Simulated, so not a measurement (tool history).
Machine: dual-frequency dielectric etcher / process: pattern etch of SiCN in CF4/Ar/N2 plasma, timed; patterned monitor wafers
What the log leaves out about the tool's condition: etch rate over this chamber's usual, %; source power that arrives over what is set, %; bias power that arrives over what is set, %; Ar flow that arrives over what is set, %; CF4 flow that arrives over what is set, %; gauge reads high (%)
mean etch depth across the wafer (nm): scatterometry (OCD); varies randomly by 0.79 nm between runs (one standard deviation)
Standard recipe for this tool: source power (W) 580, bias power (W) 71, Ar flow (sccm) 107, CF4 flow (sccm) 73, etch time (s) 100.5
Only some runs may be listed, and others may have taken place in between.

run	hour	source power (W)	bias power (W)	Ar flow (sccm)	CF4 flow (sccm)	etch time (s)	wafers since the last listed run	hours since the last wet clean	hours since the last source power generator calibration	hours since the last bias power generator calibration	hours since the last Ar flow controller change	hours since the last CF4 flow controller change	hours since the last upper electrode change	hours since the gauge calibration	read-back reference wafer on the same gauge, depth_nm	mean etch depth across the wafer (nm)
1	0.0	650	71	107	73	100.5	0	11.8	4351.6	2951.7	1677.2	5049.6	4581.2	150.3	108.9	136.1
2	104.8	650	71	107	73	100.5	1178	116.6	4456.4	3056.5	1782.0	5154.4	4686.0	255.1	108.9	132.4
3	169.5	580	71	107	73	100.5	727	181.3	4521.1	3121.2	1846.7	5219.1	4750.7	319.8	108.8	117.0
4	244.1	580	71	107	73	100.5	839	255.9	4595.7	3195.8	1921.3	5293.7	4825.3	394.4	109.1	116.1
5	281.5	580	71	107	73	100.5	420	293.3	4633.1	3233.2	1958.7	5331.1	4862.7	431.8	109.0	116.0
# hour 361.5: wet clean of the chamber
6	369.5	580	85	107	73	100.5	719	8.0	4721.1	3321.2	2046.7	5419.1	4950.7	519.8	109.0	129.6
7	408.3	580	85	107	73	100.5	436	46.8	4759.9	3360.0	2085.5	5457.9	4989.5	558.6	109.0	127.6
8	483.1	580	85	107	73	100.5	841	121.6	4834.7	3434.8	2160.3	5532.7	5064.3	633.4	109.0	127.0
9	546.5	580	71	90	73	100.5	713	185.0	4898.1	3498.2	2223.7	5596.1	5127.7	696.8	108.9	121.4
# hour 572.7: gauge calibrated
# hour 637.5: upper electrode replaced, of another model than before
# hour 639.6: source power generator calibrated
10	640.1	580	71	107	73	100.5	758	278.6	0.5	3591.8	2317.3	5689.7	2.6	67.4	108.9	117.3
# hour 706.2: wet clean of the chamber
11	706.7	580	71	107	73	100.5	479	0.5	67.1	3658.4	2383.9	5756.3	69.2	134.0	109.2	120.4

Expected results for the next run?
# hour 749.9: bias power generator calibrated
12	765.4	680	63	107	86	127.5	615	59.2	125.8	15.5	2442.6	5815.0	127.9	192.7	?	?

read-back reference wafer on the same gauge, depth_nm: 109.3
mean etch depth across the wafer (nm): 184.8
The same run, on a tool lacking any hidden state, would have yielded mean etch depth across the wafer (nm) 186.7.
